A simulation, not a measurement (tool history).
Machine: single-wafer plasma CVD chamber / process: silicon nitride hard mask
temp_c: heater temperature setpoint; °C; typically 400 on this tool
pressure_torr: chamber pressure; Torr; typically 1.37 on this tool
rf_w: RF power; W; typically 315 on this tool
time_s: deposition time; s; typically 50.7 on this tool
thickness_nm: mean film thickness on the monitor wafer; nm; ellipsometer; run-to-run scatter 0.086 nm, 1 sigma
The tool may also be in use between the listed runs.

run	hour	temp_c	pressure_torr	rf_w	time_s	read-back reference wafer on the same gauge, thickness_nm	thickness_nm
1	0.0	392	1.37	315	50.7	62.111	56.414
2	7.6	392	1.37	315	50.7	62.120	56.277
3	18.6	392	1.37	315	50.7	62.111	56.249
4	29.1	400	1.37	315	50.7	62.119	55.993
5	37.3	400	1.12	315	52.8	62.120	54.391
6	44.5	404	1.37	315	50.7	62.081	56.020
# hour 54.6: RF generator calibrated
7	58.0	404	1.37	315	50.7	62.089	57.452
8	64.7	404	1.37	315	50.7	62.086	57.424
# hour 79.5: showerhead replaced
# hour 83.3: thermocouple changed; heater temperature recalibrated
9	83.8	400	1.37	315	50.7	62.096	57.427
# hour 92.4: gauge calibrated
10	112.0	400	1.48	315	50.7	62.109	58.987
11	128.4	390	1.66	265	60.4	62.108	64.017
12	138.8	386	1.16	355	50.7	62.100	59.252
13	150.1	400	1.37	315	50.7	62.088	57.592
14	160.1	392	1.37	375	43.4	62.090	55.742
15	173.4	400	1.37	315	50.7	62.112	57.383
16	183.1	396	1.24	345	48.0	62.090	56.320
17	192.4	400	1.13	265	42.6	62.110	39.550
# hour 206.4: capacitance manometer re-zeroed and calibrated
18	218.5	400	1.37	345	50.7	62.100	61.345
19	225.5	407	1.37	315	50.7	62.081	57.254
20	239.2	385	1.48	315	43.5	62.086	50.860
21	249.3	414	1.37	315	54.2	62.129	61.056
22	260.7	411	1.48	365	57.2	62.084	73.364
23	271.8	400	1.37	315	42.9	62.121	48.629
24	285.2	387	1.37	315	50.7	62.106	57.730
25	323.0	400	1.37	315	50.7	62.068	57.350
26	337.8	400	1.37	315	50.7	62.084	57.550
27	355.1	400	1.37	315	50.7	62.110	57.427
# hour 355.4: gauge calibrated
28	363.5	404	1.37	345	53.2	62.089	63.998
29	376.0	394	1.16	285	47.8	62.085	47.454

What if the next run were any one of these 4? Each begins from the tool's condition after run 29:
A	376.4	396	1.37	315	50.7	?	?
B	376.4	400	1.58	315	50.7	?	?
C	376.4	395	1.24	315	59.0	?	?
D	376.4	400	1.67	315	50.7	?	?

run	read-back reference wafer on the same gauge, thickness_nm	thickness_nm
A	62.073	57.404
B	62.073	59.986
C	62.073	64.584
D	62.073	61.010
Stripped of hidden state, with their random variation kept, the same runs would have yielded:
run	thickness_nm
A	57.604
B	60.195
C	64.810
D	61.223
